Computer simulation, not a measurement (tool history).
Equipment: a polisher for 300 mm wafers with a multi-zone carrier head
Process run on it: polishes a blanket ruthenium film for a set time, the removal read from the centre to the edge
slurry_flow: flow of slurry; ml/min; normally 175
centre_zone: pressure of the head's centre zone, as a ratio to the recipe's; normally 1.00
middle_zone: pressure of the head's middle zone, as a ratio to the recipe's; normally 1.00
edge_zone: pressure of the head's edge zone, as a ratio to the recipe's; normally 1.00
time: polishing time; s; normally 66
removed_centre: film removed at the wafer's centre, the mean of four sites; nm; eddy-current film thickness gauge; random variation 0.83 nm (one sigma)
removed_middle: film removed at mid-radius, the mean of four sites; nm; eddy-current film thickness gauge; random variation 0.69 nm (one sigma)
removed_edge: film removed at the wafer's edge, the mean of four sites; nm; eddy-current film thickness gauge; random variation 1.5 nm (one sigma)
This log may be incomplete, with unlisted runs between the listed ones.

run,hour,slurry_flow,centre_zone,middle_zone,edge_zone,time,wafers since the last listed run,wafers polished on this pad,hours since the slurry nozzle was cleaned,hours since the centre zone pressure was calibrated,hours since the edge zone pressure was calibrated,hours since the carrier head's membrane was replaced,"incoming thickness of the incoming film, nm",removed_centre,removed_middle,removed_edge
1,0.0,175,1.00,1.00,1.00,66,0,130,340.3,84.8,962.9,510.8,317.9,101.2,97.5,100.8
2,53.9,175,1.00,0.93,1.00,66,607,738,394.2,138.7,1016.8,564.7,321.0,100.2,92.1,101.7
3,79.1,175,1.00,0.93,1.00,66,284,1022,419.4,163.9,1042.0,589.9,317.2,100.2,92.3,101.9
4,130.4,175,1.00,0.93,1.00,66,578,1600,470.7,215.2,1093.3,641.2,315.8,100.1,92.1,98.5
5,160.2,175,1.00,1.00,1.00,66,336,1936,500.5,245.0,1123.1,671.0,320.2,102.4,98.6,102.5
# hour 170.2: worn pad replaced by a new one
6,229.0,175,1.00,1.00,1.00,66,730,662,569.3,313.8,1191.9,739.8,319.5,103.0,97.3,100.2
# hour 325.7: slurry nozzle cleaned
# hour 328.3: worn pad replaced by a new one, of another model than before
7,384.0,175,1.00,1.00,1.00,66,1707,628,58.3,468.8,1346.9,894.8,319.5,102.9,97.3,103.6
8,438.9,175,1.05,1.00,0.91,47,619,1247,113.2,523.7,1401.8,949.7,320.5,77.6,69.5,68.6
# hour 510.9: worn pad replaced by a new one
# hour 591.8: edge zone pressure recalibrated
9,624.1,175,0.97,1.00,0.97,66,2020,1254,298.4,708.9,32.3,1134.9,318.6,103.1,97.5,100.6
# hour 627.1: centre zone pressure recalibrated
# hour 671.2: worn pad replaced by a new one
# hour 681.7: carrier head's membrane replaced by a new one
10,682.2,175,1.00,1.00,0.96,66,531,67,356.5,55.1,90.4,0.5,322.0,99.9,97.9,99.1
11,733.8,175,1.00,1.00,1.00,66,581,649,408.1,106.7,142.0,52.1,314.2,101.7,97.7,99.5
12,788.5,175,1.00,1.00,1.00,45,616,1266,462.8,161.4,196.7,106.8,319.5,68.5,66.7,69.5
13,819.6,175,1.00,1.10,1.06,66,350,1616,493.9,192.5,227.8,137.9,316.3,101.7,106.0,102.9
# hour 845.2: worn pad replaced by a new one
14,879.2,145,1.00,1.05,1.00,66,626,383,553.5,252.1,287.4,197.5,320.7,97.1,97.0,97.7

Some steps in removed_centre between neighbouring runs. How much of each would the tool show without its hidden state too (settings, what came in, random variation), and how much is left for the hidden state, with any gauge scatter that isn't in both results?
What the log doesn't record here: removal rate lost through wear of the pad, %; slurry flow missing at the pad, %; deviation of the centre zone's pressure from its setpoint, %; deviation of the edge zone's pressure from its setpoint, %.
Run 9 -> 10: centre_zone 0.97 -> 1.00, edge_zone 0.97 -> 0.96, centre zone pressure recalibrated, worn pad replaced by a new one, carrier head's membrane replaced by a new one. removed_centre -3.2 nm: hidden state -5.5, all else +2.3.
Run 11 -> 12: time 66 -> 45. removed_centre -33.2 nm: hidden state +0.1, all else -33.3.
